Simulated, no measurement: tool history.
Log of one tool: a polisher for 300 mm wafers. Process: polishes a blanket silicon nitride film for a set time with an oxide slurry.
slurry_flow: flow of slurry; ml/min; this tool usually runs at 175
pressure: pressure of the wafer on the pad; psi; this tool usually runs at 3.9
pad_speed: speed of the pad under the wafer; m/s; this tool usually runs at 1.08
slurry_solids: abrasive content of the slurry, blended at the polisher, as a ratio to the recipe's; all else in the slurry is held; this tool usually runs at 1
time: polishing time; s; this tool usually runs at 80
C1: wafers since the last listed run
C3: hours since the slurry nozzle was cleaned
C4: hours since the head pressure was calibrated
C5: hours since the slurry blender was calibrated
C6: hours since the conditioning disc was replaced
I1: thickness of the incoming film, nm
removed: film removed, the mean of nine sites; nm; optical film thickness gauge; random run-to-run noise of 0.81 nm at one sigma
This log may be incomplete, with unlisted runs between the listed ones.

{"run": 1, "day": 0.0, "slurry_flow": 175, "pressure": 3.9, "pad_speed": 1.08, "slurry_solids": 1, "time": 80, "C1": 0, "wafers polished on this pad": 669, "C3": 503, "C4": 874.1, "C5": 62, "C6": 117.1, "I1": 632.9, "removed": 62.7}
{"run": 2, "day": 1.325, "slurry_flow": 175, "pressure": 3.9, "pad_speed": 1.08, "slurry_solids": 1, "time": 80, "C1": 191, "wafers polished on this pad": 860, "C3": 534.8, "C4": 905.9, "C5": 93.8, "C6": 148.9, "I1": 624.5, "removed": 64.6}
{"day": 2.879, "done": "worn pad replaced by a new one"}
{"day": 3.733, "done": "slurry blender recalibrated"}
{"run": 3, "day": 4.012, "slurry_flow": 175, "pressure": 3.9, "pad_speed": 1.3, "slurry_solids": 1, "time": 80, "C1": 352, "wafers polished on this pad": 151, "C3": 599.3, "C4": 970.4, "C5": 6.7, "C6": 213.4, "I1": 634, "removed": 74.4}
{"run": 4, "day": 6.825, "slurry_flow": 175, "pressure": 3.9, "pad_speed": 1.3, "slurry_solids": 1, "time": 80, "C1": 406, "wafers polished on this pad": 558, "C3": 666.8, "C4": 1037.9, "C5": 74.2, "C6": 280.9, "I1": 624.9, "removed": 73.9}
{"run": 5, "day": 9.438, "slurry_flow": 175, "pressure": 3.9, "pad_speed": 1.3, "slurry_solids": 1, "time": 80, "C1": 378, "wafers polished on this pad": 936, "C3": 729.5, "C4": 1100.6, "C5": 136.9, "C6": 343.6, "I1": 628.1, "removed": 74.6}
{"day": 10.296, "done": "worn pad replaced by a new one"}
{"run": 6, "day": 10.983, "slurry_flow": 175, "pressure": 3.9, "pad_speed": 1.08, "slurry_solids": 1, "time": 80, "C1": 199, "wafers polished on this pad": 99, "C3": 766.6, "C4": 1137.7, "C5": 174, "C6": 380.7, "I1": 631.2, "removed": 63.6}
{"day": 11.846, "done": "slurry blender recalibrated"}
{"day": 12.692, "done": "slurry nozzle cleaned"}
{"run": 7, "day": 13.504, "slurry_flow": 175, "pressure": 3.9, "pad_speed": 1.08, "slurry_solids": 1, "time": 80, "C1": 346, "wafers polished on this pad": 446, "C3": 19.5, "C4": 1198.2, "C5": 39.8, "C6": 441.2, "I1": 627.6, "removed": 63.3}
{"day": 15.05, "done": "head pressure recalibrated"}
{"run": 8, "day": 15.617, "slurry_flow": 175, "pressure": 3.9, "pad_speed": 1.08, "slurry_solids": 1, "time": 80, "C1": 293, "wafers polished on this pad": 739, "C3": 70.2, "C4": 13.6, "C5": 90.5, "C6": 491.9, "I1": 642.5, "removed": 63.2}
{"day": 18.329, "done": "slurry blender recalibrated"}
{"day": 18.612, "done": "worn pad replaced by a new one"}
{"run": 9, "day": 18.633, "slurry_flow": 175, "pressure": 3.9, "pad_speed": 1.08, "slurry_solids": 1, "time": 80, "C1": 400, "wafers polished on this pad": 3, "C3": 142.6, "C4": 86, "C5": 7.3, "C6": 564.3, "I1": 633.8, "removed": 65.4}
{"day": 19.258, "done": "conditioning disc replaced and pad reconditioned"}
{"run": 10, "day": 19.75, "slurry_flow": 175, "pressure": 3.9, "pad_speed": 1.08, "slurry_solids": 0.75, "time": 60, "C1": 149, "wafers polished on this pad": 152, "C3": 169.4, "C4": 112.8, "C5": 34.1, "C6": 11.8, "I1": 633, "removed": 41.2}
{"run": 11, "day": 21.633, "slurry_flow": 125, "pressure": 3.9, "pad_speed": 1.08, "slurry_solids": 1, "time": 80, "C1": 272, "wafers polished on this pad": 425, "C3": 214.6, "C4": 158, "C5": 79.3, "C6": 57, "I1": 620.9, "removed": 62.7}
{"run": 12, "day": 23.708, "slurry_flow": 205, "pressure": 3.9, "pad_speed": 1.32, "slurry_solids": 0.75, "time": 91, "C1": 300, "wafers polished on this pad": 725, "C3": 264.4, "C4": 207.8, "C5": 129.1, "C6": 106.8, "I1": 634.1, "removed": 74.2}
{"day": 25.446, "done": "worn pad replaced by a new one"}
{"run": 13, "day": 26.417, "slurry_flow": 175, "pressure": 3.9, "pad_speed": 1.32, "slurry_solids": 0.85, "time": 80, "C1": 367, "wafers polished on this pad": 140, "C3": 329.4, "C4": 272.8, "C5": 194.1, "C6": 171.8, "I1": 638, "removed": 68.8}
{"day": 26.75, "done": "slurry blender recalibrated"}
{"run": 14, "day": 29.275, "slurry_flow": 175, "pressure": 4.7, "pad_speed": 1.08, "slurry_solids": 1, "time": 80, "C1": 401, "wafers polished on this pad": 542, "C3": 398, "C4": 341.4, "C5": 60.6, "C6": 240.4, "I1": 630.4, "removed": 70.8}
{"run": 15, "day": 30.562, "slurry_flow": 195, "pressure": 3.9, "pad_speed": 1.08, "slurry_solids": 1, "time": 80, "C1": 186, "wafers polished on this pad": 728, "C3": 428.9, "C4": 372.3, "C5": 91.5, "C6": 271.3, "I1": 632.4, "removed": 64.5}
{"day": 32.412, "done": "worn pad replaced by a new one"}
{"day": 33.908, "done": "slurry blender recalibrated"}
{"run": 16, "day": 36.796, "slurry_flow": 175, "pressure": 3.4, "pad_speed": 0.92, "slurry_solids": 1, "time": 80, "C1": 865, "wafers polished on this pad": 622, "C3": 578.5, "C4": 521.9, "C5": 69.3, "C6": 420.9, "I1": 627.6, "removed": 50.7}

Entry by entry between the runs, the difference in hidden state between the last listed run before and the first listed run after:
Runs 2 to 3: worn pad replaced by a new one (day 2.879); slurry blender recalibrated (day 3.733)
  nothing in the hidden state changes from one run to the other
Runs 5 to 6: worn pad replaced by a new one (day 10.296)
  nothing in the hidden state changes from one run to the other
Runs 6 to 7: slurry blender recalibrated (day 11.846); slurry nozzle cleaned (day 12.692)
  nothing in the hidden state changes from one run to the other
Runs 7 to 8: head pressure recalibrated (day 15.05)
  nothing in the hidden state changes from one run to the other
Runs 8 to 9: slurry blender recalibrated (day 18.329); worn pad replaced by a new one (day 18.612)
  nothing in the hidden state changes from one run to the other
Runs 9 to 10: conditioning disc replaced and pad reconditioned (day 19.258)
  nothing in the hidden state changes from one run to the other
Runs 12 to 13: worn pad replaced by a new one (day 25.446)
  nothing in the hidden state changes from one run to the other
Runs 13 to 14: slurry blender recalibrated (day 26.75)
  nothing in the hidden state changes from one run to the other
Runs 15 to 16: worn pad replaced by a new one (day 32.412); slurry blender recalibrated (day 33.908)
  nothing in the hidden state changes from one run to the other
